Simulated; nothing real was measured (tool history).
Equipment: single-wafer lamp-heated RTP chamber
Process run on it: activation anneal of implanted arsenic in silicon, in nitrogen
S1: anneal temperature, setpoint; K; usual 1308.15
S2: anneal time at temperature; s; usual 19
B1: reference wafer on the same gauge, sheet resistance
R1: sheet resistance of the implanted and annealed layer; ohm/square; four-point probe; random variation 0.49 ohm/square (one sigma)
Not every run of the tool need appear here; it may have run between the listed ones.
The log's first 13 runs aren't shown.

Run 14, hour 961.1: usual settings but S2 24 s; B1 156.91. Result: R1 150.39 ohm/square.
Run 15, hour 1044.3: usual settings but S2 24 s; B1 156.94. Result: R1 149.44 ohm/square.
At hour 1109.3: reflector plate cleaned.
Run 16, hour 1137.8: usual settings but S1 1287.15 K, S2 26 s; B1 157.04. Result: R1 159.37 ohm/square.
Run 17, hour 1240: usual settings but S1 1328.15 K; B1 156.96. Result: R1 146.22 ohm/square.
At hour 1326.7: pyrometer window cleaned and pyrometer calibrated.
Run 18, hour 1328.6: usual settings but S1 1299.15 K; B1 156.88. Result: R1 160.62 ohm/square.
At hour 1344.6: gauge calibrated.
Run 19, hour 1370.9: usual settings but S1 1316.15 K, S2 13 s; B1 156.86. Result: R1 159.26 ohm/square.
Run 20, hour 1413.1: usual settings but S1 1329.15 K, S2 15 s; B1 156.99. Result: R1 149.94 ohm/square.
Run 21, hour 1519.3: usual settings but S1 1285.15 K, S2 14 s; B1 156.99. Result: R1 176.6 ohm/square.
Run 22, hour 1602.9: usual settings but S1 1327.15 K, S2 30 s; B1 157.07. Result: R1 140.18 ohm/square.
Run 23, hour 1690: usual settings; B1 157.13. Result: R1 153.59 ohm/square.
At hour 1787.6: reflector plate cleaned.
Run 24, hour 1797.2: usual settings; B1 156.97. Result: R1 156.3 ohm/square.
Run 25, hour 1889.5: usual settings; B1 157.04. Result: R1 155.03 ohm/square.
At hour 1905: pyrometer window cleaned and pyrometer calibrated.
Run 26, hour 1985.4: usual settings; B1 157.07. Result: R1 155.97 ohm/square.
Run 27, hour 2063.7: usual settings; B1 157.05. Result: R1 156.42 ohm/square.
Run 28, hour 2121.3: usual settings but S2 9 s; B1 157.03. Result: R1 173.82 ohm/square.
Run 29, hour 2196.3: usual settings but S1 1335.15 K; B1 157.08. Result: R1 143.93 ohm/square.
Run 30, hour 2352.5: usual settings but S1 1317.15 K, S2 24 s; B1 156.96. Result: R1 145.17 ohm/square.
At hour 2428.4: reflector plate cleaned.
Run 31, hour 2442.1: usual settings but S1 1321.15 K; B1 156.93. Result: R1 150.17 ohm/square.
At hour 2467.8: pyrometer window cleaned and pyrometer calibrated.
Run 32, hour 2489.2: usual settings but S1 1284.15 K, S2 22 s; B1 156.89. Result: R1 169.57 ohm/square.
Run 33, hour 2545.5: usual settings; B1 157.12. Result: R1 156.88 ohm/square.
Run 34, hour 2628.7: usual settings but S1 1279.15 K, S2 13 s; B1 157.05. Result: R1 185.79 ohm/square.
Run 35, hour 2679.1: usual settings; B1 156.93. Result: R1 155.56 ohm/square.
Run 36, hour 2752.7: usual settings but S1 1284.15 K, S2 15 s; B1 156.91. Result: R1 175.26 ohm/square.

Forecast each of these 4 alternatives for the next run:
Run A, hour 2753.1: usual settings; B1 ?. Result: R1 ?.
Run B, hour 2753.1: usual settings but S1 1325.15 K, S2 30 s; B1 ?. Result: R1 ?.
Run C, hour 2753.1: usual settings but S1 1297.15 K; B1 ?. Result: R1 ?.
Run D, hour 2753.1: usual settings but S1 1317.15 K, S2 12 s; B1 ?. Result: R1 ?.

run      B1      R1
  A  156.95  154.88
  B  156.95  140.77
  C  156.95  160.86
  D  156.95  159.97
The same runs, with their run-to-run variation unchanged, on a tool lacking any hidden condition would have given:
run      R1
  A   159.4
  B  143.48
  C  166.13
  D  164.87
